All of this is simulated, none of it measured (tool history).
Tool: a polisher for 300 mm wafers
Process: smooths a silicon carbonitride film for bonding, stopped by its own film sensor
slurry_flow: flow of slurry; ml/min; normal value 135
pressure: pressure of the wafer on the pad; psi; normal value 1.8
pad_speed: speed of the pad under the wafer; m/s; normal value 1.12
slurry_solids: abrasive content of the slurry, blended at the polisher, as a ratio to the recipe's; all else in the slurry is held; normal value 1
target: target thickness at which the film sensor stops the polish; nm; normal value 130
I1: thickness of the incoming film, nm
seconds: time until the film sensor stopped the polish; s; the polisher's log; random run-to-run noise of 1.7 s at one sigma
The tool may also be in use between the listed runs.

Run 1, hour 0: usual settings but target 125 nm; I1 152.7. Result: seconds 160.2 s.
Run 2, hour 22.7: usual settings; I1 151. Result: seconds 121.9 s.
At hour 29.4: slurry blender recalibrated.
At hour 32.6: head pressure recalibrated.
Run 3, hour 37.9: usual settings; I1 149. Result: seconds 104.2 s.
Run 4, hour 50.4: usual settings but pad_speed 1.24 m/s; I1 152. Result: seconds 110.5 s.
Run 5, hour 81.7: usual settings but pad_speed 1.38 m/s; I1 150.2. Result: seconds 94.8 s.
Run 6, hour 102.5: usual settings but pad_speed 1.38 m/s; I1 151.7. Result: seconds 98.8 s.
Run 7, hour 122.1: usual settings but pad_speed 1.38 m/s; I1 151.2. Result: seconds 100.4 s.
Run 8, hour 138.1: usual settings; I1 149.1. Result: seconds 105.4 s.
Run 9, hour 153.6: usual settings but slurry_flow 180 ml/min, pad_speed 1.34 m/s, slurry_solids 0.7; I1 152.1. Result: seconds 117.6 s.
Run 10, hour 184.2: usual settings but slurry_flow 95 ml/min, pressure 2.3 psi, slurry_solids 1.15, target 135 nm; I1 150.8. Result: seconds 71.9 s.
At hour 194.1: slurry nozzle cleaned.
At hour 194.6: worn pad replaced by a new one.
Run 11, hour 212.7: usual settings but slurry_flow 170 ml/min, pad_speed 1.34 m/s; I1 149.8. Result: seconds 96.3 s.
At hour 232.6: slurry blender recalibrated.
Run 12, hour 244.9: usual settings but slurry_flow 120 ml/min, pressure 1.2 psi, pad_speed 0.88 m/s; I1 148.7. Result: seconds 176.1 s.
Run 13, hour 261.5: usual settings but slurry_flow 165 ml/min, pressure 1.2 psi, pad_speed 1.5 m/s, slurry_solids 1.1; I1 152.2. Result: seconds 127.5 s.
Run 14, hour 279.2: usual settings but slurry_flow 120 ml/min, pad_speed 0.76 m/s, target 125 nm; I1 152.3. Result: seconds 205 s.
Run 15, hour 297.7: usual settings but target 134 nm; I1 149.3. Result: seconds 82 s.
Run 16, hour 311.7: usual settings; I1 151.6. Result: seconds 119.3 s.
Run 17, hour 325.1: usual settings but slurry_flow 165 ml/min, pressure 1.2 psi, pad_speed 1.5 m/s, slurry_solids 1.1; I1 151.5. Result: seconds 127.4 s.
Run 18, hour 343.9: usual settings; I1 149.8. Result: seconds 112.9 s.
Run 19, hour 364.6: usual settings but slurry_solids 0.9; I1 148.1. Result: seconds 105.8 s.
Run 20, hour 378: usual settings but slurry_flow 170 ml/min; I1 148.2. Result: seconds 101 s.
Run 21, hour 401.1: usual settings but slurry_solids 0.7, target 133 nm; I1 149.9. Result: seconds 114.9 s.

Run 22, settings as shown, results not yet in. Your forecast:
At hour 406: worn pad replaced by a new one.
Run 22, hour 415.5: usual settings but slurry_solids 0.8; I1 148.3. Result: seconds ?.

Run 22 gave seconds 119.7 s.
Without the tool's hidden state the same run would have given seconds 108.4 s.
